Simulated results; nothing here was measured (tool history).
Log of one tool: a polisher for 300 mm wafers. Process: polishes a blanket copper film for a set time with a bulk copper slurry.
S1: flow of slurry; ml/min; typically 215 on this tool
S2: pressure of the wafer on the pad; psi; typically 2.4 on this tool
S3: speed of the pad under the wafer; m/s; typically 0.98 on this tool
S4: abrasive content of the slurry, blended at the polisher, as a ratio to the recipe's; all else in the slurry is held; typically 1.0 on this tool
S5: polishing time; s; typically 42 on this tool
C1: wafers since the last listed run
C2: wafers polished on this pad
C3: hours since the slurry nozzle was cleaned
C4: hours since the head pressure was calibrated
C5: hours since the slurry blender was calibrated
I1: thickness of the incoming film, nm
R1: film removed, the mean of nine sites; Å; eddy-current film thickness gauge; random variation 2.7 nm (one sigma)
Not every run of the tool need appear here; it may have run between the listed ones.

Run 1, hour 0.0: usual settings; C1 0; C2 46; C3 610.0; C4 337.5; C5 341.6; I1 4323.4. Result: R1 3373 Å.
Run 2, hour 17.7: usual settings; C1 170; C2 217; C3 627.7; C4 355.2; C5 359.3; I1 4332.7. Result: R1 3315 Å.
Run 3, hour 27.1: usual settings; C1 90; C2 307; C3 637.1; C4 364.6; C5 368.7; I1 4391.3. Result: R1 3249 Å.
Run 4, hour 34.3: usual settings; C1 69; C2 376; C3 644.3; C4 371.8; C5 375.9; I1 4373.4. Result: R1 3174 Å.
Run 5, hour 46.1: usual settings; C1 113; C2 489; C3 656.1; C4 383.6; C5 387.7; I1 4407.8. Result: R1 3176 Å.
At hour 55.3: worn pad replaced by a new one.
Run 6, hour 57.5: usual settings; C1 71; C2 21; C3 667.5; C4 395.0; C5 399.1; I1 4303.2. Result: R1 3427 Å.
Run 7, hour 66.8: usual settings; C1 89; C2 110; C3 676.8; C4 404.3; C5 408.4; I1 4439.5. Result: R1 3370 Å.
Run 8, hour 79.3: usual settings; C1 120; C2 230; C3 689.3; C4 416.8; C5 420.9; I1 4327.6. Result: R1 3256 Å.
Run 9, hour 91.2: usual settings but S3 0.68 m/s; C1 114; C2 344; C3 701.2; C4 428.7; C5 432.8; I1 4311.2. Result: R1 2321 Å.
At hour 100.6: head pressure recalibrated.
At hour 104.0: slurry nozzle cleaned.
Run 10, hour 107.5: usual settings but S1 140 ml/min, S2 2.6 psi, S3 0.80 m/s, S5 38 s; C1 127; C2 472; C3 3.5; C4 6.9; C5 449.1; I1 4344.8. Result: R1 2389 Å.
At hour 121.4: worn pad replaced by a new one.
Run 11, hour 123.0: usual settings but S1 165 ml/min, S3 0.66 m/s, S4 0.8, S5 32 s; C1 110; C2 15; C3 19.0; C4 22.4; C5 464.6; I1 4395.0. Result: R1 1660 Å.
At hour 125.7: slurry blender recalibrated.
Run 12, hour 137.8: usual settings; C1 122; C2 138; C3 33.8; C4 37.2; C5 12.1; I1 4407.7. Result: R1 3281 Å.
Run 13, hour 145.9: usual settings; C1 77; C2 215; C3 41.9; C4 45.3; C5 20.2; I1 4410.3. Result: R1 3214 Å.
Run 14, hour 156.1: usual settings but S2 3.1 psi, S5 56 s; C1 97; C2 313; C3 52.1; C4 55.5; C5 30.4; I1 4348.6. Result: R1 5360 Å.
Run 15, hour 174.1: usual settings but S1 190 ml/min, S2 2.6 psi, S3 0.64 m/s, S4 1.1; C1 172; C2 486; C3 70.1; C4 73.5; C5 48.4; I1 4460.3. Result: R1 2366 Å.
At hour 185.6: worn pad replaced by a new one.
Run 16, hour 186.1: usual settings; C1 76; C2 4; C3 82.1; C4 85.5; C5 60.4; I1 4361.4. Result: R1 3405 Å.
Run 17, hour 195.9: usual settings but S1 170 ml/min, S4 0.8, S5 56 s; C1 94; C2 98; C3 91.9; C4 95.3; C5 70.2; I1 4454.1. Result: R1 3991 Å.

Here are 4 independent what-if runs from the current tool condition. What would each one return?
Run A, hour 196.3: usual settings; C1 3; C2 102; C3 92.3; C4 95.7; C5 70.6; I1 4294.4. Result: R1 ?.
Run B, hour 196.3: usual settings but S1 270 ml/min, S4 1.2; C1 3; C2 102; C3 92.3; C4 95.7; C5 70.6; I1 4294.4. Result: R1 ?.
Run C, hour 196.3: usual settings but S2 2.0 psi, S3 0.80 m/s; C1 3; C2 102; C3 92.3; C4 95.7; C5 70.6; I1 4294.4. Result: R1 ?.
Run D, hour 196.3: usual settings but S3 0.82 m/s, S5 52 s; C1 3; C2 102; C3 92.3; C4 95.7; C5 70.6; I1 4294.4. Result: R1 ?.

run    R1
  A  3276
  B  3536
  C  2343
  D  3464
With no hidden state in the tool, these same runs would have given:
run    R1
  A  3433
  B  3705
  C  2454
  D  3629
